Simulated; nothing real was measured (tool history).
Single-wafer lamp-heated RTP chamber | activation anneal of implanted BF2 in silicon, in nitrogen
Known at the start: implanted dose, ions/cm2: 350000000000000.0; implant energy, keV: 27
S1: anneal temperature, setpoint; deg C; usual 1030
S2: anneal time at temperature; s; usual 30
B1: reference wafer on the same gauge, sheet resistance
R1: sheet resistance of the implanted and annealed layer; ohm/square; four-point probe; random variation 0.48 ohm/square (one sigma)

run 1 hour=0 | S1=1030 S2=30 | B1=356.07 | R1=323.15
run 2 hour=29.6 | S1=1030 S2=30 | B1=356.16 | R1=322.78
run 3 hour=110.9 | S1=1030 S2=30 | B1=356.23 | R1=322.61
-- hour=139.9 gauge calibrated
run 4 hour=140.6 | S1=1010 S2=30 | B1=356.09 | R1=324.92
run 5 hour=158.3 | S1=1010 S2=30 | B1=356.06 | R1=325.45
-- hour=183 reflector plate cleaned
run 6 hour=183.5 | S1=1010 S2=30 | B1=356.1 | R1=325.97
-- hour=204.3 pyrometer window cleaned and pyrometer calibrated
run 7 hour=208.6 | S1=1030 S2=36 | B1=356.16 | R1=322.08
run 8 hour=225.5 | S1=1048 S2=36 | B1=355.91 | R1=319.52
run 9 hour=242 | S1=1019 S2=22 | B1=356.02 | R1=325.97
run 10 hour=260 | S1=1030 S2=30 | B1=355.9 | R1=323.59
run 11 hour=289.3 | S1=1030 S2=30 | B1=355.99 | R1=323.85
run 12 hour=302.4 | S1=1030 S2=30 | B1=356.04 | R1=324.05
run 13 hour=331.9 | S1=1004 S2=45 | B1=356.01 | R1=323.98

The next listed run, before its measurement:
-- hour=338.1 gauge calibrated
run 14 hour=362.4 | S1=1046 S2=30 | B1=? | R1=?

Run 14 gave B1 356.11, R1 320.91 ohm/square.
Without the tool's hidden state the same run would have given R1 320.91 ohm/square.

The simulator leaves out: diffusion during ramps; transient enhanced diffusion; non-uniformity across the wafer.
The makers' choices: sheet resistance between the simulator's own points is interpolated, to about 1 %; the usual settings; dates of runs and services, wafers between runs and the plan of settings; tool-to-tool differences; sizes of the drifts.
